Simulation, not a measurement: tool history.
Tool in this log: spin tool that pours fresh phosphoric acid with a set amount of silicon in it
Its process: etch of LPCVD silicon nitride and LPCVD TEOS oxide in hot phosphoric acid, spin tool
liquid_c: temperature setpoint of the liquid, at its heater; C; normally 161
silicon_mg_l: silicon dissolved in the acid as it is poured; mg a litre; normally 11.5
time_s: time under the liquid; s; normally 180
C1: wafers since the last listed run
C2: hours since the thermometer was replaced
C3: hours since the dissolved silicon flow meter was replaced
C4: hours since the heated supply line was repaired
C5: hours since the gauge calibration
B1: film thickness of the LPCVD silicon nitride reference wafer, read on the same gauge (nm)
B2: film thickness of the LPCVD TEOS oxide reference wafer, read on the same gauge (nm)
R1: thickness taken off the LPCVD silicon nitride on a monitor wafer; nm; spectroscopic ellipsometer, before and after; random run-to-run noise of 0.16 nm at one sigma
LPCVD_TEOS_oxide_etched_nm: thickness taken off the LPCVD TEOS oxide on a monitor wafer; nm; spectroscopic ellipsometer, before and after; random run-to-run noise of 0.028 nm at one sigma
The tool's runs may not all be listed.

run 1 hour=0 | liquid_c=161 silicon_mg_l=9 time_s=180 | C1=0 C2=454.9 C3=1464.6 C4=3598.5 C5=827.9 | B1=110.02 B2=30 | R1=17.79 LPCVD_TEOS_oxide_etched_nm=0.468
run 2 hour=21.1 | liquid_c=161 silicon_mg_l=9 time_s=180 | C1=91 C2=476 C3=1485.7 C4=3619.6 C5=849 | B1=110.01 B2=29.966 | R1=17.68 LPCVD_TEOS_oxide_etched_nm=0.476
run 3 hour=46.9 | liquid_c=161 silicon_mg_l=11.5 time_s=180 | C1=111 C2=501.8 C3=1511.5 C4=3645.4 C5=874.8 | B1=110.01 B2=29.964 | R1=17.86 LPCVD_TEOS_oxide_etched_nm=0.455
run 4 hour=60.3 | liquid_c=161 silicon_mg_l=11.5 time_s=180 | C1=58 C2=515.2 C3=1524.9 C4=3658.8 C5=888.2 | B1=109.98 B2=29.954 | R1=18.16 LPCVD_TEOS_oxide_etched_nm=0.446
run 5 hour=77.9 | liquid_c=161 silicon_mg_l=11.5 time_s=180 | C1=76 C2=532.8 C3=1542.5 C4=3676.4 C5=905.8 | B1=109.97 B2=30.009 | R1=17.83 LPCVD_TEOS_oxide_etched_nm=0.428
-- hour=85.9 gauge calibrated
-- hour=113.2 dissolved silicon flow meter replaced
run 6 hour=113.7 | liquid_c=161 silicon_mg_l=11.5 time_s=180 | C1=150 C2=568.6 C3=0.5 C4=3712.2 C5=27.8 | B1=110.01 B2=29.956 | R1=17.58 LPCVD_TEOS_oxide_etched_nm=0.408
run 7 hour=138.1 | liquid_c=163.5 silicon_mg_l=11.5 time_s=180 | C1=105 C2=593 C3=24.9 C4=3736.6 C5=52.2 | B1=109.97 B2=29.996 | R1=19.58 LPCVD_TEOS_oxide_etched_nm=0.452
run 8 hour=173.3 | liquid_c=161 silicon_mg_l=11.5 time_s=270 | C1=152 C2=628.2 C3=60.1 C4=3771.8 C5=87.4 | B1=110 B2=30.066 | R1=26.87 LPCVD_TEOS_oxide_etched_nm=0.653
run 9 hour=208.9 | liquid_c=160 silicon_mg_l=18.5 time_s=95 | C1=154 C2=663.8 C3=95.7 C4=3807.4 C5=123 | B1=110.01 B2=29.989 | R1=9.11 LPCVD_TEOS_oxide_etched_nm=0.192
run 10 hour=238.4 | liquid_c=161 silicon_mg_l=11.5 time_s=180 | C1=127 C2=693.3 C3=125.2 C4=3836.9 C5=152.5 | B1=109.98 B2=30.026 | R1=17.53 LPCVD_TEOS_oxide_etched_nm=0.445
run 11 hour=264.2 | liquid_c=161 silicon_mg_l=20 time_s=250 | C1=111 C2=719.1 C3=151 C4=3862.7 C5=178.3 | B1=109.97 B2=29.989 | R1=24.92 LPCVD_TEOS_oxide_etched_nm=0.503
run 12 hour=290.5 | liquid_c=161 silicon_mg_l=11.5 time_s=180 | C1=113 C2=745.4 C3=177.3 C4=3889 C5=204.6 | B1=110 B2=29.987 | R1=17.91 LPCVD_TEOS_oxide_etched_nm=0.441
run 13 hour=305.5 | liquid_c=162.5 silicon_mg_l=11.5 time_s=130 | C1=64 C2=760.4 C3=192.3 C4=3904 C5=219.6 | B1=110.01 B2=29.98 | R1=13.2 LPCVD_TEOS_oxide_etched_nm=0.343
run 14 hour=340.2 | liquid_c=161 silicon_mg_l=14 time_s=80 | C1=150 C2=795.1 C3=227 C4=3938.7 C5=254.3 | B1=109.99 B2=30.012 | R1=8.02 LPCVD_TEOS_oxide_etched_nm=0.185
run 15 hour=362 | liquid_c=161 silicon_mg_l=11.5 time_s=180 | C1=94 C2=816.9 C3=248.8 C4=3960.5 C5=276.1 | B1=110.02 B2=30.041 | R1=17.94 LPCVD_TEOS_oxide_etched_nm=0.468
run 16 hour=394.1 | liquid_c=161 silicon_mg_l=4 time_s=180 | C1=139 C2=849 C3=280.9 C4=3992.6 C5=308.2 | B1=109.99 B2=29.979 | R1=18 LPCVD_TEOS_oxide_etched_nm=0.524
-- hour=398.4 heated supply line repaired
-- hour=402.3 thermometer replaced
run 17 hour=416.1 | liquid_c=163 silicon_mg_l=4 time_s=110 | C1=86 C2=13.8 C3=302.9 C4=17.7 C5=330.2 | B1=110 B2=30.044 | R1=11.58 LPCVD_TEOS_oxide_etched_nm=0.349
run 18 hour=446.8 | liquid_c=159.5 silicon_mg_l=5 time_s=140 | C1=132 C2=44.5 C3=333.6 C4=48.4 C5=360.9 | B1=110.04 B2=29.995 | R1=13.31 LPCVD_TEOS_oxide_etched_nm=0.382
run 19 hour=481.3 | liquid_c=161 silicon_mg_l=11.5 time_s=180 | C1=149 C2=79 C3=368.1 C4=82.9 C5=395.4 | B1=110.02 B2=29.952 | R1=17.93 LPCVD_TEOS_oxide_etched_nm=0.401
run 20 hour=515.1 | liquid_c=163 silicon_mg_l=11.5 time_s=180 | C1=146 C2=112.8 C3=401.9 C4=116.7 C5=429.2 | B1=109.98 B2=29.983 | R1=18.94 LPCVD_TEOS_oxide_etched_nm=0.514
run 21 hour=545.1 | liquid_c=160 silicon_mg_l=3 time_s=220 | C1=129 C2=142.8 C3=431.9 C4=146.7 C5=459.2 | B1=110.03 B2=29.964 | R1=21.01 LPCVD_TEOS_oxide_etched_nm=0.661
run 22 hour=635.6 | liquid_c=161 silicon_mg_l=8.5 time_s=290 | C1=392 C2=233.3 C3=522.4 C4=237.2 C5=549.7 | B1=109.99 B2=30.003 | R1=28.54 LPCVD_TEOS_oxide_etched_nm=0.799
run 23 hour=666.6 | liquid_c=161 silicon_mg_l=17 time_s=90 | C1=134 C2=264.3 C3=553.4 C4=268.2 C5=580.7 | B1=110 B2=29.973 | R1=8.79 LPCVD_TEOS_oxide_etched_nm=0.191

What if the next run were any one of these 3? Each begins from the tool's condition after run 23:
run A hour=667.1 | liquid_c=161 silicon_mg_l=11.5 time_s=180 | C1=2 C2=264.8 C3=553.9 C4=268.7 C5=581.2 | B1=? B2=? | R1=? LPCVD_TEOS_oxide_etched_nm=?
run B hour=667.1 | liquid_c=162.5 silicon_mg_l=18 time_s=240 | C1=2 C2=264.8 C3=553.9 C4=268.7 C5=581.2 | B1=? B2=? | R1=? LPCVD_TEOS_oxide_etched_nm=?
run C hour=667.1 | liquid_c=159.5 silicon_mg_l=11.5 time_s=220 | C1=2 C2=264.8 C3=553.9 C4=268.7 C5=581.2 | B1=? B2=? | R1=? LPCVD_TEOS_oxide_etched_nm=?

run=A B1=110.01 B2=29.957 R1=17.61 LPCVD_TEOS_oxide_etched_nm=0.443
run=B B1=110.01 B2=29.957 R1=24.68 LPCVD_TEOS_oxide_etched_nm=0.562
run=C B1=110.01 B2=29.957 R1=20.47 LPCVD_TEOS_oxide_etched_nm=0.485
Take away the tool's hidden state, keep each run's random variation, and the runs would have read:
run=A R1=17.61 LPCVD_TEOS_oxide_etched_nm=0.443
run=B R1=24.68 LPCVD_TEOS_oxide_etched_nm=0.562
run=C R1=20.47 LPCVD_TEOS_oxide_etched_nm=0.485
